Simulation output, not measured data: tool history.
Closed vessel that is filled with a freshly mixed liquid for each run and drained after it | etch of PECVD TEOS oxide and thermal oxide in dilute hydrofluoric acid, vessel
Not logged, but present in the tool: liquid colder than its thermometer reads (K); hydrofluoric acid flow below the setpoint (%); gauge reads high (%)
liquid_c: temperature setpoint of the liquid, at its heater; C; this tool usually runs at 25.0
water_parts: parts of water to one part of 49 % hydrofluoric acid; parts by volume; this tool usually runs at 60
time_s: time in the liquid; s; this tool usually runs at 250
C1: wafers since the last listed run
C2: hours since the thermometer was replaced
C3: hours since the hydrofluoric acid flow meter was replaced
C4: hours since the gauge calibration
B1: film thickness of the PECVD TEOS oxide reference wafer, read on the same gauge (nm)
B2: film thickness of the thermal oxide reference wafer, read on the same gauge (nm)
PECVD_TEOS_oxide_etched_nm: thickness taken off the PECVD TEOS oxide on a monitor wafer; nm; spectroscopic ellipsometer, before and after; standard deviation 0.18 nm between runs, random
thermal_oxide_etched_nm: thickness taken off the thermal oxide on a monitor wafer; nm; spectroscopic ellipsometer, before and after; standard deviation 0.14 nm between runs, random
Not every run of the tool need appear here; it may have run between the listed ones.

{"run": 1, "hour": 0.0, "liquid_c": 25.0, "water_parts": 60, "time_s": 250, "C1": 0, "C2": 1048.5, "C3": 797.3, "C4": 640.6, "B1": 29.99, "B2": 29.99, "PECVD_TEOS_oxide_etched_nm": 39.13, "thermal_oxide_etched_nm": 19.64}
{"hour": 45.3, "done": "hydrofluoric acid flow meter replaced"}
{"run": 2, "hour": 184.6, "liquid_c": 25.0, "water_parts": 60, "time_s": 250, "C1": 21150, "C2": 1233.1, "C3": 139.3, "C4": 825.2, "B1": 30.02, "B2": 30.0, "PECVD_TEOS_oxide_etched_nm": 41.52, "thermal_oxide_etched_nm": 20.65}
{"run": 3, "hour": 283.5, "liquid_c": 25.0, "water_parts": 60, "time_s": 250, "C1": 11392, "C2": 1332.0, "C3": 238.2, "C4": 924.1, "B1": 30.0, "B2": 30.01, "PECVD_TEOS_oxide_etched_nm": 41.17, "thermal_oxide_etched_nm": 20.61}
{"hour": 332.8, "done": "gauge calibrated"}
{"run": 4, "hour": 378.0, "liquid_c": 25.0, "water_parts": 60, "time_s": 250, "C1": 10886, "C2": 1426.5, "C3": 332.7, "C4": 45.2, "B1": 30.03, "B2": 29.99, "PECVD_TEOS_oxide_etched_nm": 40.81, "thermal_oxide_etched_nm": 20.62}
{"run": 5, "hour": 469.5, "liquid_c": 25.0, "water_parts": 60, "time_s": 250, "C1": 10540, "C2": 1518.0, "C3": 424.2, "C4": 136.7, "B1": 29.99, "B2": 30.02, "PECVD_TEOS_oxide_etched_nm": 40.66, "thermal_oxide_etched_nm": 20.35}
{"run": 6, "hour": 532.9, "liquid_c": 25.0, "water_parts": 60, "time_s": 250, "C1": 7303, "C2": 1581.4, "C3": 487.6, "C4": 200.1, "B1": 29.99, "B2": 30.0, "PECVD_TEOS_oxide_etched_nm": 40.29, "thermal_oxide_etched_nm": 20.3}
{"run": 7, "hour": 849.3, "liquid_c": 25.0, "water_parts": 60, "time_s": 250, "C1": 36448, "C2": 1897.8, "C3": 804.0, "C4": 516.5, "B1": 29.99, "B2": 29.99, "PECVD_TEOS_oxide_etched_nm": 39.86, "thermal_oxide_etched_nm": 19.63}
{"run": 8, "hour": 894.5, "liquid_c": 25.0, "water_parts": 60, "time_s": 250, "C1": 5206, "C2": 1943.0, "C3": 849.2, "C4": 561.7, "B1": 30.0, "B2": 29.97, "PECVD_TEOS_oxide_etched_nm": 39.65, "thermal_oxide_etched_nm": 19.44}
{"hour": 913.7, "done": "hydrofluoric acid flow meter replaced"}
{"run": 9, "hour": 960.7, "liquid_c": 25.0, "water_parts": 60, "time_s": 250, "C1": 7510, "C2": 2009.2, "C3": 47.0, "C4": 627.9, "B1": 30.01, "B2": 29.97, "PECVD_TEOS_oxide_etched_nm": 37.94, "thermal_oxide_etched_nm": 18.77}
{"run": 10, "hour": 1031.8, "liquid_c": 25.0, "water_parts": 60, "time_s": 210, "C1": 8190, "C2": 2080.3, "C3": 118.1, "C4": 699.0, "B1": 30.0, "B2": 30.02, "PECVD_TEOS_oxide_etched_nm": 31.45, "thermal_oxide_etched_nm": 15.81}
{"run": 11, "hour": 1082.2, "liquid_c": 29.0, "water_parts": 60, "time_s": 250, "C1": 5805, "C2": 2130.7, "C3": 168.5, "C4": 749.4, "B1": 29.99, "B2": 29.97, "PECVD_TEOS_oxide_etched_nm": 44.26, "thermal_oxide_etched_nm": 22.25}
{"hour": 1169.1, "done": "thermometer replaced"}
{"run": 12, "hour": 1204.9, "liquid_c": 25.0, "water_parts": 60, "time_s": 250, "C1": 14019, "C2": 35.8, "C3": 291.2, "C4": 872.1, "B1": 30.0, "B2": 30.0, "PECVD_TEOS_oxide_etched_nm": 37.3, "thermal_oxide_etched_nm": 18.73}
{"run": 13, "hour": 1263.0, "liquid_c": 25.0, "water_parts": 85, "time_s": 250, "C1": 6692, "C2": 93.9, "C3": 349.3, "C4": 930.2, "B1": 30.0, "B2": 30.03, "PECVD_TEOS_oxide_etched_nm": 24.98, "thermal_oxide_etched_nm": 12.48}
{"run": 14, "hour": 1334.2, "liquid_c": 25.0, "water_parts": 60, "time_s": 250, "C1": 8202, "C2": 165.1, "C3": 420.5, "C4": 1001.4, "B1": 30.0, "B2": 30.03, "PECVD_TEOS_oxide_etched_nm": 36.79, "thermal_oxide_etched_nm": 18.29}
{"hour": 1347.4, "done": "hydrofluoric acid flow meter replaced, repeated, since the last time left the tool worse"}
{"hour": 1380.7, "done": "gauge calibrated"}
{"run": 15, "hour": 1438.0, "liquid_c": 25.0, "water_parts": 45, "time_s": 390, "C1": 11842, "C2": 268.9, "C3": 90.6, "C4": 57.3, "B1": 30.01, "B2": 29.98, "PECVD_TEOS_oxide_etched_nm": 88.61, "thermal_oxide_etched_nm": 43.86}

Forecast run 16:
{"run": 16, "hour": 1510.2, "liquid_c": 20.5, "water_parts": 35, "time_s": 120, "C1": 8317, "C2": 341.1, "C3": 162.8, "C4": 129.5, "B1": "?", "B2": "?", "PECVD_TEOS_oxide_etched_nm": "?", "thermal_oxide_etched_nm": "?"}

B1: 30.01
B2: 30.01
PECVD_TEOS_oxide_etched_nm: 29.30 nm
thermal_oxide_etched_nm: 14.55 nm
Take away the tool's hidden state, keep the run-to-run variation as it was, and the same run would have given PECVD_TEOS_oxide_etched_nm 29.65 nm, thermal_oxide_etched_nm 14.73 nm.
